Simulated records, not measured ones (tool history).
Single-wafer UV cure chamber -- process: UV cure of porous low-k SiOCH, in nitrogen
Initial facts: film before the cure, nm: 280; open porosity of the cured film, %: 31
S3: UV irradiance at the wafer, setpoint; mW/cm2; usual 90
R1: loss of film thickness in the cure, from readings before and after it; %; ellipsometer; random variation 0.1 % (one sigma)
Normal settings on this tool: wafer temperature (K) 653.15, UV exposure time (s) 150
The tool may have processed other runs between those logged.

{"run": 1, "day": 0.0, "wafer temperature (K)": 653.15, "UV exposure time (s)": 150, "S3": 90, "R1": 11.521}
{"run": 2, "day": 1.233, "wafer temperature (K)": 653.15, "UV exposure time (s)": 150, "S3": 90, "R1": 11.228}
{"run": 3, "day": 2.062, "wafer temperature (K)": 653.15, "UV exposure time (s)": 150, "S3": 90, "R1": 11.268}
{"run": 4, "day": 3.508, "wafer temperature (K)": 649.15, "UV exposure time (s)": 150, "S3": 90, "R1": 11.065}
{"day": 4.408, "done": "UV bulbs replaced"}
{"run": 5, "day": 4.846, "wafer temperature (K)": 649.15, "UV exposure time (s)": 150, "S3": 90, "R1": 11.026}
{"run": 6, "day": 5.492, "wafer temperature (K)": 649.15, "UV exposure time (s)": 150, "S3": 90, "R1": 11.086}
{"run": 7, "day": 6.521, "wafer temperature (K)": 653.15, "UV exposure time (s)": 150, "S3": 90, "R1": 11.124}
{"day": 7.975, "done": "quartz window cleaned"}
{"run": 8, "day": 7.996, "wafer temperature (K)": 653.15, "UV exposure time (s)": 150, "S3": 90, "R1": 12.182}
{"run": 9, "day": 8.442, "wafer temperature (K)": 638.15, "UV exposure time (s)": 150, "S3": 52, "R1": 8.904}
{"run": 10, "day": 9.792, "wafer temperature (K)": 653.15, "UV exposure time (s)": 150, "S3": 119, "R1": 13.571}
{"run": 11, "day": 10.417, "wafer temperature (K)": 659.15, "UV exposure time (s)": 80, "S3": 90, "R1": 8.99}
{"run": 12, "day": 10.971, "wafer temperature (K)": 661.15, "UV exposure time (s)": 95, "S3": 72, "R1": 8.559}

What will run 13 give?
{"run": 13, "day": 11.867, "wafer temperature (K)": 640.15, "UV exposure time (s)": 70, "S3": 90, "R1": "?"}

R1: 7.978 %
Had the tool carried no hidden state, the very same run would have given R1 8.21 %.
